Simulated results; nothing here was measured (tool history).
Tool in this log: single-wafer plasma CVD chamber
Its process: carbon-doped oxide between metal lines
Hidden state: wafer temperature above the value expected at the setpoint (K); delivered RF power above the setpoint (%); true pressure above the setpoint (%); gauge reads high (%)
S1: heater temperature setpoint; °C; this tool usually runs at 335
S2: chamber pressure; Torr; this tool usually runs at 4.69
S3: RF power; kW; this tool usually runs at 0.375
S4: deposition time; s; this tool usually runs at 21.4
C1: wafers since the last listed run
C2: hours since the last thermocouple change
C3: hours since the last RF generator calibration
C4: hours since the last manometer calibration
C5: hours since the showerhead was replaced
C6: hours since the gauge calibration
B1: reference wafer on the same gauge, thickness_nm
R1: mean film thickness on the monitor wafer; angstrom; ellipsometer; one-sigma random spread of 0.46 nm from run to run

| run | hour | S1 | S2 | S3 | S4 | C1 | C2 | C3 | C4 | C5 | C6 | B1 | R1 |
|---|---|---|---|---|---|---|---|---|---|---|---|---|---|
| 1 | 0 | 335 | 4.69 | 0.42 | 21.4 | 0 | 1912.4 | 1854.5 | 738.3 | 4265.9 | 251.3 | 94.691 | 1006.57 |
| 2 | 27.7 | 335 | 4.69 | 0.375 | 21.4 | 755 | 1940.1 | 1882.2 | 766 | 4293.6 | 279 | 94.804 | 920.57 |
| 3 | 88.3 | 335 | 4.69 | 0.375 | 21.4 | 1653 | 2000.7 | 1942.8 | 826.6 | 4354.2 | 339.6 | 95.015 | 928.77 |
| 4 | 144.1 | 335 | 4.69 | 0.375 | 24.3 | 1522 | 2056.5 | 1998.6 | 882.4 | 4410 | 395.4 | 94.749 | 1047.38 |
| 5 | 205 | 335 | 4.69 | 0.375 | 24.3 | 1661 | 2117.4 | 2059.5 | 943.3 | 4470.9 | 456.3 | 94.918 | 1051.5 |
| 6 | 260.4 | 335 | 4.69 | 0.375 | 21.4 | 1511 | 2172.8 | 2114.9 | 998.7 | 4526.3 | 511.7 | 95.032 | 930.27 |
|  | 300.2 | thermocouple changed; heater temperature recalibrated |
| 7 | 313 | 335 | 4.69 | 0.375 | 21.4 | 1216 | 12.8 | 2167.5 | 1051.3 | 4578.9 | 564.3 | 94.949 | 923.95 |
|  | 371.8 | showerhead replaced |
| 8 | 379.6 | 335 | 4.69 | 0.375 | 21.4 | 1598 | 79.4 | 2234.1 | 1117.9 | 7.8 | 630.9 | 94.916 | 929.67 |
| 9 | 423.4 | 335 | 4.69 | 0.36 | 21.4 | 1194 | 123.2 | 2277.9 | 1161.7 | 51.6 | 674.7 | 95.152 | 899.74 |
| 10 | 460 | 335 | 4.69 | 0.375 | 21.4 | 998 | 159.8 | 2314.5 | 1198.3 | 88.2 | 711.3 | 94.854 | 924.44 |
| 11 | 525.5 | 335 | 4.69 | 0.375 | 21.4 | 1786 | 225.3 | 2380 | 1263.8 | 153.7 | 776.8 | 94.889 | 913.17 |
|  | 539.8 | capacitance manometer re-zeroed and calibrated |
| 12 | 581.6 | 335 | 4.69 | 0.435 | 21.4 | 1312 | 281.4 | 2436.1 | 41.8 | 209.8 | 832.9 | 94.798 | 1028.9 |
| 13 | 649.9 | 335 | 4.69 | 0.375 | 21.4 | 1863 | 349.7 | 2504.4 | 110.1 | 278.1 | 901.2 | 95.077 | 920.15 |
|  | 677 | RF generator calibrated |
| 14 | 714.7 | 327 | 4.69 | 0.345 | 17.7 | 1549 | 414.5 | 37.7 | 174.9 | 342.9 | 966 | 94.88 | 771.49 |
|  | 731.7 | gauge calibrated |
| 15 | 767.1 | 335 | 4.69 | 0.375 | 21.4 | 1429 | 466.9 | 90.1 | 227.3 | 395.3 | 35.4 | 94.834 | 968.65 |
| 16 | 806.4 | 335 | 4.69 | 0.375 | 21.4 | 1072 | 506.2 | 129.4 | 266.6 | 434.6 | 74.7 | 94.981 | 964.99 |
| 17 | 868.5 | 328 | 4.69 | 0.375 | 21.4 | 1694 | 568.3 | 191.5 | 328.7 | 496.7 | 136.8 | 94.907 | 980.28 |
| 18 | 893.8 | 335 | 4.69 | 0.375 | 23.8 | 690 | 593.6 | 216.8 | 354 | 522 | 162.1 | 95.082 | 1065.88 |
| 19 | 940.3 | 324 | 3.83 | 0.31 | 21.4 | 1268 | 640.1 | 263.3 | 400.5 | 568.5 | 208.6 | 94.83 | 827.42 |
| 20 | 1001.4 | 335 | 4.69 | 0.375 | 24.7 | 1666 | 701.2 | 324.4 | 461.6 | 629.6 | 269.7 | 94.871 | 1101.51 |
| 21 | 1030.7 | 335 | 4.69 | 0.375 | 21.4 | 799 | 730.5 | 353.7 | 490.9 | 658.9 | 299 | 94.822 | 949.19 |
| 22 | 1059.7 | 324 | 5.74 | 0.405 | 21.4 | 791 | 759.5 | 382.7 | 519.9 | 687.9 | 328 | 94.684 | 1084.23 |
| 23 | 1120.8 | 346 | 3.86 | 0.395 | 24.8 | 1666 | 820.6 | 443.8 | 581 | 749 | 389.1 | 94.885 | 1082.02 |
| 24 | 1157.8 | 335 | 4.69 | 0.375 | 21.4 | 1009 | 857.6 | 480.8 | 618 | 786 | 426.1 | 94.935 | 956.94 |
| 25 | 1195.7 | 335 | 3.89 | 0.3 | 21.4 | 1033 | 895.5 | 518.7 | 655.9 | 823.9 | 464 | 94.91 | 787.9 |
| 26 | 1240.8 | 335 | 4.69 | 0.375 | 21.4 | 1230 | 940.6 | 563.8 | 701 | 869 | 509.1 | 94.864 | 956.35 |
| 27 | 1305.3 | 335 | 4.69 | 0.375 | 21.4 | 1759 | 1005.1 | 628.3 | 765.5 | 933.5 | 573.6 | 94.712 | 947.53 |
| 28 | 1373.8 | 335 | 4.69 | 0.425 | 17.2 | 1868 | 1073.6 | 696.8 | 834 | 1002 | 642.1 | 94.864 | 838.69 |
| 29 | 1423.6 | 335 | 4.69 | 0.375 | 24.3 | 1358 | 1123.4 | 746.6 | 883.8 | 1051.8 | 691.9 | 94.972 | 1090.73 |

Alternative continuations, all from the tool just after run 29; predict every row:
| A | 1424 | 335 | 4.69 | 0.375 | 21.4 | 10 | 1123.8 | 747 | 884.2 | 1052.2 | 692.3 | ? | ? |
| B | 1424 | 346 | 3.68 | 0.44 | 19.8 | 10 | 1123.8 | 747 | 884.2 | 1052.2 | 692.3 | ? | ? |
| C | 1424 | 344 | 3.78 | 0.375 | 21.4 | 10 | 1123.8 | 747 | 884.2 | 1052.2 | 692.3 | ? | ? |

| run | B1 | R1 |
|---|---|---|
| A | 94.972 | 950.49 |
| B | 94.972 | 915.22 |
| C | 94.972 | 891.71 |
With no hidden state in the tool, these same runs would have given:
| run | R1 |
|---|---|
| A | 963 |
| B | 926.8 |
| C | 903.44 |
